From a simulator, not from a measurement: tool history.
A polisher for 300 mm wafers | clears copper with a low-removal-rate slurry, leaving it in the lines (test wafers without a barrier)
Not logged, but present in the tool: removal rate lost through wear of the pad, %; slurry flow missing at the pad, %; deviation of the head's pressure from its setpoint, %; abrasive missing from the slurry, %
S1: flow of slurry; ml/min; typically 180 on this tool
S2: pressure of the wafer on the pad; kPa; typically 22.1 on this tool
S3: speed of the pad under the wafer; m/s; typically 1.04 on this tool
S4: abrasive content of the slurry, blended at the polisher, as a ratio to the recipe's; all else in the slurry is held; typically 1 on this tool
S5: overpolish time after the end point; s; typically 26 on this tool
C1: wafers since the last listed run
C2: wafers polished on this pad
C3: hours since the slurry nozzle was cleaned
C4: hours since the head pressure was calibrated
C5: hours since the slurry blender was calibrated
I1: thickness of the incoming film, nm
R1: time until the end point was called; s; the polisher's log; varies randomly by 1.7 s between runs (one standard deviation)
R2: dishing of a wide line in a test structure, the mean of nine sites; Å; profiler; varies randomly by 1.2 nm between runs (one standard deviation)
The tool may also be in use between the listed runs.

run 1 hour=0 | S1=180 S2=22.1 S3=1.04 S4=1 S5=26 | C1=0 C2=954 C3=288.9 C4=87.2 C5=214.9 | I1=405.1 | R1=131.4 R2=495
run 2 hour=12 | S1=180 S2=22.1 S3=1.04 S4=1 S5=26 | C1=60 C2=1015 C3=300.9 C4=99.2 C5=226.9 | I1=409.4 | R1=132.1 R2=492
-- hour=25.4 slurry blender recalibrated
run 3 hour=26.4 | S1=180 S2=25.5 S3=1.04 S4=1 S5=26 | C1=62 C2=1078 C3=315.3 C4=113.6 C5=1 | I1=406.1 | R1=111.8 R2=539
run 4 hour=41.3 | S1=180 S2=25.5 S3=1.04 S4=1 S5=26 | C1=75 C2=1154 C3=330.2 C4=128.5 C5=15.9 | I1=409.2 | R1=113.8 R2=554
run 5 hour=51.6 | S1=180 S2=22.1 S3=1.04 S4=1 S5=26 | C1=52 C2=1206 C3=340.5 C4=138.8 C5=26.2 | I1=413.6 | R1=138.1 R2=489
-- hour=60.4 worn pad replaced by a new one
run 6 hour=69.8 | S1=180 S2=22.1 S3=1.04 S4=1 S5=26 | C1=71 C2=47 C3=358.7 C4=157 C5=44.4 | I1=414.1 | R1=134 R2=480
run 7 hour=82.1 | S1=210 S2=22.1 S3=0.7 S4=1 S5=26 | C1=62 C2=109 C3=371 C4=169.3 C5=56.7 | I1=412.7 | R1=197.9 R2=360
-- hour=94.9 slurry nozzle cleaned
run 8 hour=97.1 | S1=180 S2=22.1 S3=1.18 S4=1 S5=26 | C1=70 C2=180 C3=2.2 C4=184.3 C5=71.7 | I1=405.7 | R1=105.9 R2=536
run 9 hour=113.9 | S1=210 S2=22.1 S3=1.04 S4=1 S5=15 | C1=85 C2=265 C3=19 C4=201.1 C5=88.5 | I1=411.7 | R1=125.2 R2=347
run 10 hour=127.2 | S1=180 S2=22.1 S3=1.04 S4=1 S5=26 | C1=67 C2=333 C3=32.3 C4=214.4 C5=101.8 | I1=414.3 | R1=125.6 R2=524
run 11 hour=139.2 | S1=180 S2=22.1 S3=1.04 S4=1 S5=26 | C1=60 C2=394 C3=44.3 C4=226.4 C5=113.8 | I1=408.8 | R1=125.6 R2=529
run 12 hour=168.8 | S1=180 S2=22.1 S3=1.04 S4=1 S5=26 | C1=150 C2=544 C3=73.9 C4=256 C5=143.4 | I1=411.4 | R1=127.8 R2=497
run 13 hour=178.1 | S1=180 S2=15.2 S3=1.04 S4=1 S5=26 | C1=47 C2=591 C3=83.2 C4=265.3 C5=152.7 | I1=409.9 | R1=184.3 R2=372
run 14 hour=195 | S1=230 S2=15.2 S3=0.86 S4=1 S5=34 | C1=85 C2=677 C3=100.1 C4=282.2 C5=169.6 | I1=406.8 | R1=211.4 R2=392
run 15 hour=209.8 | S1=180 S2=22.1 S3=1.04 S4=1 S5=26 | C1=75 C2=752 C3=114.9 C4=297 C5=184.4 | I1=408.2 | R1=123.5 R2=513
run 16 hour=222 | S1=180 S2=22.1 S3=1.04 S4=1 S5=26 | C1=61 C2=813 C3=127.1 C4=309.2 C5=196.6 | I1=410.2 | R1=124.6 R2=510
run 17 hour=236.4 | S1=180 S2=22.1 S3=1.04 S4=1 S5=26 | C1=73 C2=886 C3=141.5 C4=323.6 C5=211 | I1=409.6 | R1=124.4 R2=531
run 18 hour=244.2 | S1=230 S2=22.1 S3=1.04 S4=1 S5=26 | C1=39 C2=926 C3=149.3 C4=331.4 C5=218.8 | I1=408.5 | R1=122.8 R2=509
run 19 hour=259.5 | S1=180 S2=26.2 S3=0.88 S4=1 S5=26 | C1=77 C2=1004 C3=164.6 C4=346.7 C5=234.1 | I1=409.8 | R1=126.6 R2=522
-- hour=264.9 head pressure recalibrated
-- hour=269.2 slurry blender recalibrated
run 20 hour=276.7 | S1=180 S2=26.2 S3=0.92 S4=1.25 S5=17 | C1=66 C2=1071 C3=181.8 C4=11.8 C5=7.5 | I1=411.3 | R1=117.5 R2=398
run 21 hour=285.5 | S1=155 S2=26.2 S3=1.04 S4=0.8 S5=26 | C1=44 C2=1115 C3=190.6 C4=20.6 C5=16.3 | I1=409.8 | R1=120.2 R2=548
-- hour=290.3 worn pad replaced by a new one
run 22 hour=302.5 | S1=180 S2=18.6 S3=1.34 S4=1.3 S5=26 | C1=65 C2=61 C3=207.6 C4=37.6 C5=33.3 | I1=411.4 | R1=113.2 R2=549
run 23 hour=310.7 | S1=180 S2=22.1 S3=1.04 S4=1 S5=26 | C1=41 C2=103 C3=215.8 C4=45.8 C5=41.5 | I1=414.7 | R1=130.1 R2=500
run 24 hour=325.5 | S1=125 S2=24.1 S3=1.04 S4=0.8 S5=15 | C1=75 C2=178 C3=230.6 C4=60.6 C5=56.3 | I1=413.2 | R1=139.2 R2=306
run 25 hour=332.6 | S1=180 S2=22.1 S3=1.04 S4=1 S5=26 | C1=35 C2=214 C3=237.7 C4=67.7 C5=63.4 | I1=406.4 | R1=129.5 R2=491
run 26 hour=348.6 | S1=235 S2=22.1 S3=1.04 S4=1 S5=26 | C1=81 C2=295 C3=253.7 C4=83.7 C5=79.4 | I1=410.5 | R1=123.5 R2=508
run 27 hour=362.6 | S1=180 S2=22.1 S3=1.04 S4=1 S5=26 | C1=70 C2=366 C3=267.7 C4=97.7 C5=93.4 | I1=407.6 | R1=130.8 R2=497
run 28 hour=404.4 | S1=180 S2=22.1 S3=1.4 S4=1 S5=21 | C1=211 C2=578 C3=309.5 C4=139.5 C5=135.2 | I1=413.4 | R1=99.9 R2=536

Here are 5 independent what-if runs from the current tool condition. What would each one return?
run A hour=404.9 | S1=180 S2=22.1 S3=1.04 S4=1 S5=26 | C1=2 C2=580 C3=310 C4=140 C5=135.7 | I1=413 | R1=? R2=?
run B hour=404.9 | S1=180 S2=22.1 S3=1.04 S4=0.85 S5=30 | C1=2 C2=580 C3=310 C4=140 C5=135.7 | I1=413 | R1=? R2=?
run C hour=404.9 | S1=135 S2=15.2 S3=1.04 S4=1.25 S5=26 | C1=2 C2=580 C3=310 C4=140 C5=135.7 | I1=413 | R1=? R2=?
run D hour=404.9 | S1=180 S2=17.9 S3=0.76 S4=0.7 S5=35 | C1=2 C2=580 C3=310 C4=140 C5=135.7 | I1=413 | R1=? R2=?
run E hour=404.9 | S1=180 S2=18.6 S3=1.18 S4=1 S5=37 | C1=2 C2=580 C3=310 C4=140 C5=135.7 | I1=413 | R1=? R2=?

run=A R1=137.2 R2=487
run=B R1=144.5 R2=521
run=C R1=198.4 R2=359
run=D R1=259.9 R2=371
run=E R1=143.3 R2=595
With no hidden state in the tool, these same runs would have given:
run=A R1=128.2 R2=512
run=B R1=135 R2=546
run=C R1=182.1 R2=384
run=D R1=243 R2=391
run=E R1=133.9 R2=620

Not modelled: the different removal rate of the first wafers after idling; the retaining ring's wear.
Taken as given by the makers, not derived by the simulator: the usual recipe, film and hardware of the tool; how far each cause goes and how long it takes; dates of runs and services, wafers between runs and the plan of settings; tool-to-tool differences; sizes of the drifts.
